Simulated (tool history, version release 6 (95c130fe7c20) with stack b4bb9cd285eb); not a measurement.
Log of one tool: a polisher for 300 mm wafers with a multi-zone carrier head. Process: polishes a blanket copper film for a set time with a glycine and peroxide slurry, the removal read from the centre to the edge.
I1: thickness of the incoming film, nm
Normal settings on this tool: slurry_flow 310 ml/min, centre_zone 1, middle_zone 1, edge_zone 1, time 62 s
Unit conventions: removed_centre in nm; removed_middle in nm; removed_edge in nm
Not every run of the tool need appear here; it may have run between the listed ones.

{"run": 1, "hour": 0.0, "slurry_flow": 310, "centre_zone": 1, "middle_zone": 1, "edge_zone": 1.04, "time": 62, "I1": 1118.9, "removed_centre": 221.5, "removed_middle": 236.3, "removed_edge": 245.1}
{"hour": 12.8, "done": "centre zone pressure recalibrated"}
{"hour": 19.0, "done": "carrier head's membrane replaced by a new one"}
{"hour": 22.7, "done": "worn pad replaced by a new one"}
{"run": 2, "hour": 23.2, "slurry_flow": 310, "centre_zone": 1, "middle_zone": 1, "edge_zone": 1.04, "time": 62, "I1": 1118, "removed_centre": 245, "removed_middle": 238.4, "removed_edge": 244}
{"run": 3, "hour": 32.0, "slurry_flow": 310, "centre_zone": 1, "middle_zone": 1, "edge_zone": 1, "time": 62, "I1": 1117.2, "removed_centre": 241.5, "removed_middle": 236, "removed_edge": 243.2}
{"run": 4, "hour": 38.2, "slurry_flow": 310, "centre_zone": 1, "middle_zone": 1, "edge_zone": 1, "time": 62, "I1": 1125.2, "removed_centre": 243.3, "removed_middle": 232.7, "removed_edge": 239.7}
{"run": 5, "hour": 50.5, "slurry_flow": 310, "centre_zone": 1, "middle_zone": 1, "edge_zone": 1, "time": 62, "I1": 1118.5, "removed_centre": 244.4, "removed_middle": 240.1, "removed_edge": 238.8}
{"run": 6, "hour": 65.7, "slurry_flow": 235, "centre_zone": 0.88, "middle_zone": 1, "edge_zone": 1, "time": 62, "I1": 1122.4, "removed_centre": 207.2, "removed_middle": 227.5, "removed_edge": 235.5}
{"run": 7, "hour": 77.3, "slurry_flow": 310, "centre_zone": 0.91, "middle_zone": 1.03, "edge_zone": 1, "time": 62, "I1": 1131.1, "removed_centre": 222.6, "removed_middle": 244.3, "removed_edge": 238.3}
{"run": 8, "hour": 85.9, "slurry_flow": 210, "centre_zone": 0.95, "middle_zone": 0.89, "edge_zone": 1, "time": 62, "I1": 1140.9, "removed_centre": 218.8, "removed_middle": 201.9, "removed_edge": 231.6}
{"run": 9, "hour": 95.0, "slurry_flow": 235, "centre_zone": 1, "middle_zone": 1.06, "edge_zone": 1.04, "time": 80, "I1": 1137.4, "removed_centre": 300.1, "removed_middle": 304, "removed_edge": 307.9}
{"run": 10, "hour": 103.6, "slurry_flow": 310, "centre_zone": 1, "middle_zone": 1, "edge_zone": 1, "time": 62, "I1": 1144.6, "removed_centre": 243.6, "removed_middle": 232.7, "removed_edge": 242.3}
{"run": 11, "hour": 116.4, "slurry_flow": 310, "centre_zone": 1.07, "middle_zone": 1, "edge_zone": 1, "time": 62, "I1": 1148.1, "removed_centre": 260.4, "removed_middle": 230.4, "removed_edge": 240.3}
{"run": 12, "hour": 131.3, "slurry_flow": 310, "centre_zone": 0.95, "middle_zone": 1, "edge_zone": 1, "time": 44, "I1": 1123.5, "removed_centre": 161.9, "removed_middle": 165.6, "removed_edge": 171.9}
{"hour": 136.7, "done": "worn pad replaced by a new one"}
{"hour": 142.0, "done": "edge zone pressure recalibrated"}
{"run": 13, "hour": 144.5, "slurry_flow": 310, "centre_zone": 1, "middle_zone": 1, "edge_zone": 0.93, "time": 62, "I1": 1120.9, "removed_centre": 243.2, "removed_middle": 231.4, "removed_edge": 232.1}
{"run": 14, "hour": 159.8, "slurry_flow": 310, "centre_zone": 1, "middle_zone": 1, "edge_zone": 1, "time": 73, "I1": 1132, "removed_centre": 283.3, "removed_middle": 276.4, "removed_edge": 279.6}
{"run": 15, "hour": 166.2, "slurry_flow": 310, "centre_zone": 1.09, "middle_zone": 0.89, "edge_zone": 1, "time": 62, "I1": 1128.9, "removed_centre": 259.1, "removed_middle": 215, "removed_edge": 239.2}
{"run": 16, "hour": 185.4, "slurry_flow": 370, "centre_zone": 0.94, "middle_zone": 1, "edge_zone": 1, "time": 62, "I1": 1150.7, "removed_centre": 231.1, "removed_middle": 243.3, "removed_edge": 244.9}
{"hour": 187.9, "done": "slurry nozzle cleaned"}
{"run": 17, "hour": 192.1, "slurry_flow": 310, "centre_zone": 1, "middle_zone": 1, "edge_zone": 1, "time": 62, "I1": 1135.6, "removed_centre": 238.2, "removed_middle": 238.3, "removed_edge": 237.3}
{"run": 18, "hour": 205.6, "slurry_flow": 310, "centre_zone": 1, "middle_zone": 1, "edge_zone": 1, "time": 44, "I1": 1138.3, "removed_centre": 171.6, "removed_middle": 167.1, "removed_edge": 171.4}
{"run": 19, "hour": 221.7, "slurry_flow": 215, "centre_zone": 0.94, "middle_zone": 1.04, "edge_zone": 1, "time": 62, "I1": 1139, "removed_centre": 217, "removed_middle": 236, "removed_edge": 232}
{"run": 20, "hour": 232.3, "slurry_flow": 310, "centre_zone": 1.11, "middle_zone": 0.9, "edge_zone": 0.95, "time": 62, "I1": 1139.9, "removed_centre": 266.2, "removed_middle": 218.7, "removed_edge": 233.8}
{"hour": 260.2, "done": "worn pad replaced by a new one"}
{"run": 21, "hour": 279.5, "slurry_flow": 380, "centre_zone": 1.06, "middle_zone": 1, "edge_zone": 1, "time": 62, "I1": 1130.9, "removed_centre": 257.9, "removed_middle": 234.7, "removed_edge": 241.7}

What if the next run were any one of these 5? Each begins from the tool's condition after run 21:
{"run": "A", "hour": 279.9, "slurry_flow": 310, "centre_zone": 1.03, "middle_zone": 1, "edge_zone": 1, "time": 62, "I1": 1122.8, "removed_centre": "?", "removed_middle": "?", "removed_edge": "?"}
{"run": "B", "hour": 279.9, "slurry_flow": 310, "centre_zone": 1.05, "middle_zone": 1, "edge_zone": 1, "time": 52, "I1": 1122.8, "removed_centre": "?", "removed_middle": "?", "removed_edge": "?"}
{"run": "C", "hour": 279.9, "slurry_flow": 310, "centre_zone": 1, "middle_zone": 1, "edge_zone": 0.95, "time": 62, "I1": 1122.8, "removed_centre": "?", "removed_middle": "?", "removed_edge": "?"}
{"run": "D", "hour": 279.9, "slurry_flow": 310, "centre_zone": 1, "middle_zone": 1, "edge_zone": 0.94, "time": 71, "I1": 1122.8, "removed_centre": "?", "removed_middle": "?", "removed_edge": "?"}
{"run": "E", "hour": 279.9, "slurry_flow": 405, "centre_zone": 1, "middle_zone": 1, "edge_zone": 1, "time": 76, "I1": 1122.8, "removed_centre": "?", "removed_middle": "?", "removed_edge": "?"}

run=A removed_centre=245.5 removed_middle=231.3 removed_edge=240.2
run=B removed_centre=209.8 removed_middle=194 removed_edge=201.4
run=C removed_centre=238.5 removed_middle=231.4 removed_edge=234.4
run=D removed_centre=273.1 removed_middle=265 removed_edge=267
run=E removed_centre=299.6 removed_middle=290 removed_edge=299.4
Without the tool's hidden state the same runs would have given:
run=A removed_centre=250.7 removed_middle=231.3 removed_edge=240.2
run=B removed_centre=214.2 removed_middle=194 removed_edge=201.4
run=C removed_centre=243.6 removed_middle=231.4 removed_edge=234.4
run=D removed_centre=278.9 removed_middle=265 removed_edge=267
run=E removed_centre=305.9 removed_middle=289.9 removed_edge=299.4
